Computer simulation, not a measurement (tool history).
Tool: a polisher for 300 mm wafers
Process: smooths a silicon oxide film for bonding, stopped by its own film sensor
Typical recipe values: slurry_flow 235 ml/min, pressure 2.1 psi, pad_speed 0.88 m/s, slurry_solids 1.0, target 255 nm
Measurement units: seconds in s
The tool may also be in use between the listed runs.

run	hour	slurry_flow	pressure	pad_speed	slurry_solids	target	incoming thickness of the incoming film, nm	seconds
1	0.0	235	2.1	0.76	1.0	255	319.6	91.5
2	10.5	235	2.1	0.76	1.0	255	318.4	89.6
3	23.4	235	2.1	0.76	1.0	255	320.3	93.4
4	36.9	235	2.1	0.88	1.0	255	325.6	93.2
5	50.8	285	1.8	0.88	1.0	255	316.7	94.8
6	68.7	235	2.1	0.88	1.0	255	318.1	86.5
7	77.5	235	2.1	0.88	1.0	255	321.1	88.1
# hour 92.0: worn pad replaced by a new one
8	92.5	235	2.1	0.88	1.0	255	323.4	90.3
9	122.0	235	2.1	0.88	1.0	255	322.1	87.4
10	129.5	235	2.1	0.88	1.0	255	324.1	91.3
# hour 139.2: head pressure recalibrated
11	146.0	235	2.4	0.88	1.0	255	322.6	80.0
# hour 148.5: slurry blender recalibrated
12	155.0	235	2.4	0.88	1.0	255	315.4	71.1
13	163.1	260	2.3	0.88	1.0	255	320.3	77.8
14	169.8	235	1.6	0.74	1.0	255	315.5	112.6
15	176.3	235	2.1	0.88	1.0	240	322.8	112.6
# hour 192.6: slurry nozzle cleaned
16	218.0	235	2.1	0.88	1.0	240	323.5	115.8
17	231.0	235	2.3	0.98	0.9	247	323.2	99.9
# hour 241.8: worn pad replaced by a new one
18	242.3	235	1.8	0.72	1.0	255	319.3	106.9
19	249.6	235	2.1	0.88	1.0	255	317.7	82.6
20	262.4	235	1.7	0.68	1.0	255	325.2	126.5
21	283.0	260	2.3	0.88	1.0	255	316.2	72.8
22	289.9	235	2.1	0.64	1.0	255	322.7	105.6
23	300.5	235	1.6	1.04	1.3	270	318.8	65.9
24	310.4	235	2.4	0.88	0.7	273	323.0	76.6
25	319.7	200	1.9	0.62	1.0	238	317.1	141.3
26	327.6	235	2.1	0.88	1.0	255	323.9	90.7
27	335.3	235	2.6	0.88	1.0	271	326.5	60.4
28	342.3	310	2.1	0.88	1.0	255	322.7	87.6

Estimate the outcome of run 29 from the log above:
29	349.4	235	2.4	0.88	1.0	255	321.8	?

{"run 29": {"seconds": 80.2}}
On a tool with no hidden condition, and with the same random variation, this run would have come out at seconds 77.1 s.
